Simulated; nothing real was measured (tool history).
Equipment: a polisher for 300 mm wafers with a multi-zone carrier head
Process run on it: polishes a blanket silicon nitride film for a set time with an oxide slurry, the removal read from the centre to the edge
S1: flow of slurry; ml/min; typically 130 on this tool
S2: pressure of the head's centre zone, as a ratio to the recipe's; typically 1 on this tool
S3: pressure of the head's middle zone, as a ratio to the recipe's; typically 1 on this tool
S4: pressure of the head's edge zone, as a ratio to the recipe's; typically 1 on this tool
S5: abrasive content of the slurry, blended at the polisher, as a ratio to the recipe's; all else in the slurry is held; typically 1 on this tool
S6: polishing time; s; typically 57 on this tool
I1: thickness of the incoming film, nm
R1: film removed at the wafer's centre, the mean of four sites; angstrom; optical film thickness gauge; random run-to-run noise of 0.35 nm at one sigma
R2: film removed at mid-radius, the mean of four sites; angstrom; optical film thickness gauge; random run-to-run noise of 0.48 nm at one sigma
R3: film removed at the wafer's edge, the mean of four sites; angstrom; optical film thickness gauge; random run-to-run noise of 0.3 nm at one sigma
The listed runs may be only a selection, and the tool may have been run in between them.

run	hour	S1	S2	S3	S4	S5	S6	I1	R1	R2	R3
1	0	130	1	1	1.08	1	57	550.6	318	305	333
# hour 27.4: worn pad replaced by a new one
2	31.7	130	1	1	1.08	1	57	554.2	339	325	348
3	64.7	130	1	1	1	1	49	554.5	288	279	288
4	77.9	130	1	1	1	1	49	550.4	287	278	286
5	112	130	1	1	1	1	49	547.4	280	271	284
6	138.2	130	1	1	1	1	44	556.3	249	238	252
7	161.3	130	1	1	1	0.9	57	540.5	292	283	301
# hour 182.6: worn pad replaced by a new one
# hour 200.8: edge zone pressure recalibrated
# hour 252.8: carrier head's membrane replaced by a new one
8	253.8	130	0.93	1	0.93	1	57	556.1	300	316	314
9	287.6	130	0.93	1	0.93	1	57	561.2	291	314	306
# hour 299.9: centre zone pressure recalibrated
10	304.6	130	1	1	0.97	1	57	548.5	313	306	310
11	333.2	115	0.91	1	1	1	57	555.2	269	280	301
# hour 344.9: worn pad replaced by a new one
12	348.8	130	0.93	1	1	1	57	552.4	302	326	333
13	373.8	130	1	0.91	1	0.85	77	551.8	400	361	409
14	408.1	130	1	1	1.08	1	57	554.4	322	320	348
15	428.7	130	1	1.09	1	1	66	546.9	372	392	374
16	452.3	150	0.92	1	1	1	57	553.7	309	323	332
# hour 460.4: slurry nozzle cleaned
# hour 479: worn pad replaced by a new one
17	479.4	115	1	1.05	1	0.75	49	555.1	248	248	244
18	512.5	130	1	1	1	1	57	552.1	350	347	344
19	539.7	130	1	1.09	1	1	66	550.4	401	407	392
20	566.3	100	1	1	1	1	46	544.4	253	244	258
# hour 570.7: edge zone pressure recalibrated
21	583	105	1	0.9	1	0.75	62	553	290	257	287

Branching from run 21: 5 alternative next runs. What would each branch give?
A	583.4	130	1	1	1	1	57	555.3	?	?	?
B	583.4	130	1	0.95	1	1	65	555.3	?	?	?
C	583.4	130	1	1	1.03	1	57	555.3	?	?	?
D	583.4	130	1	1	0.9	1	57	555.3	?	?	?
E	583.4	130	0.92	1.04	1	1.1	46	555.3	?	?	?

run	R1	R2	R3
A	336	319	331
B	383	349	377
C	336	319	335
D	336	319	315
E	264	279	281
The same runs, with their run-to-run variation unchanged, on a tool lacking any hidden condition would have given:
run	R1	R2	R3
A	366	345	354
B	417	378	404
C	366	345	359
D	366	345	337
E	287	303	301

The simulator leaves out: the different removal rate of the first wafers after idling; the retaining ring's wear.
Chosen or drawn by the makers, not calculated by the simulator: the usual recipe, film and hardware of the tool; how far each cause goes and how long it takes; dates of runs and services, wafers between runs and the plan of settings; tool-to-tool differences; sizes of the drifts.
